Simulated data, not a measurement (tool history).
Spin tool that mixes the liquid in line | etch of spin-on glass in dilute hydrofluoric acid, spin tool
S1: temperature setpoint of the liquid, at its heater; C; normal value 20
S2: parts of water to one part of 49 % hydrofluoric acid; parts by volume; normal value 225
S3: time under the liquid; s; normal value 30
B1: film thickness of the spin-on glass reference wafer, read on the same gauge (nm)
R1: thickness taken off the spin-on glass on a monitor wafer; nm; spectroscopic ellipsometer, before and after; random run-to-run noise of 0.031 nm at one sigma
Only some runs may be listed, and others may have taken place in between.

Run 1, day 0: usual settings; B1 110. Result: R1 5.67 nm.
Run 2, day 3.029: usual settings; B1 109.98. Result: R1 5.58 nm.
Run 3, day 5.067: usual settings; B1 110.01. Result: R1 5.61 nm.
Run 4, day 6.783: usual settings but S2 255 parts by volume; B1 109.97. Result: R1 4.78 nm.
Run 5, day 9.4: usual settings but S2 255 parts by volume; B1 109.98. Result: R1 4.81 nm.
Run 6, day 12.879: usual settings but S2 275 parts by volume; B1 110.04. Result: R1 4.37 nm.
Run 7, day 16.246: usual settings but S2 275 parts by volume; B1 110.02. Result: R1 4.38 nm.
Run 8, day 18.467: usual settings but S2 275 parts by volume; B1 109.99. Result: R1 4.39 nm.
Run 9, day 22.858: usual settings but S1 23.5 C, S2 300 parts by volume; B1 110.02. Result: R1 4.46 nm.
Run 10, day 26.112: usual settings but S1 23.5 C, S2 300 parts by volume; B1 109.98. Result: R1 4.43 nm.
Run 11, day 28.646: usual settings; B1 110. Result: R1 5.59 nm.
Run 12, day 32.054: usual settings; B1 109.97. Result: R1 5.61 nm.
Run 13, day 35.733: usual settings but S2 330 parts by volume, S3 40 s; B1 109.99. Result: R1 4.65 nm.
Run 14, day 38.788: usual settings but S2 255 parts by volume; B1 109.99. Result: R1 4.84 nm.
Run 15, day 41.133: usual settings; B1 110. Result: R1 5.68 nm.
Run 16, day 43.133: usual settings but S1 18.5 C, S2 275 parts by volume, S3 20 s; B1 110.01. Result: R1 2.76 nm.
Run 17, day 46.058: usual settings; B1 109.98. Result: R1 5.65 nm.
Run 18, day 49.671: usual settings but S1 23.5 C, S2 320 parts by volume, S3 40 s; B1 109.97. Result: R1 5.47 nm.
Run 19, day 52.596: usual settings but S2 305 parts by volume, S3 50 s; B1 109.96. Result: R1 6.4 nm.
Run 20, day 55.558: usual settings but S1 17 C, S2 120 parts by volume, S3 45 s; B1 110. Result: R1 15.36 nm.
Run 21, day 59.308: usual settings but S1 17 C, S2 160 parts by volume, S3 50 s; B1 110.02. Result: R1 12.39 nm.
Run 22, day 61.217: usual settings but S1 23.5 C; B1 109.99. Result: R1 6.37 nm.
Run 23, day 67.462: usual settings but S2 325 parts by volume; B1 110.02. Result: R1 3.55 nm.
Run 24, day 71.55: usual settings but S1 17 C, S2 320 parts by volume; B1 109.98. Result: R1 3.26 nm.
Run 25, day 79.321: usual settings but S2 260 parts by volume, S3 50 s; B1 110. Result: R1 7.87 nm.

Put back what was entered between runs (5 entries, withheld): which listed runs does each sit between, and how does the hidden state differ from the listed run before to the listed run after?
Logged between run 6 and run 7: hydrofluoric acid flow meter replaced (day 13.925)
  both runs share identical hidden conditions
Logged between run 13 and run 14: gauge calibrated (day 36.483)
  both runs share identical hidden conditions
Logged between run 14 and run 15: hydrofluoric acid flow meter replaced (day 41.112)
  both runs share identical hidden conditions
Logged between run 22 and run 23: hydrofluoric acid flow meter replaced (day 61.371); thermometer replaced (day 61.642)
  both runs share identical hidden conditions

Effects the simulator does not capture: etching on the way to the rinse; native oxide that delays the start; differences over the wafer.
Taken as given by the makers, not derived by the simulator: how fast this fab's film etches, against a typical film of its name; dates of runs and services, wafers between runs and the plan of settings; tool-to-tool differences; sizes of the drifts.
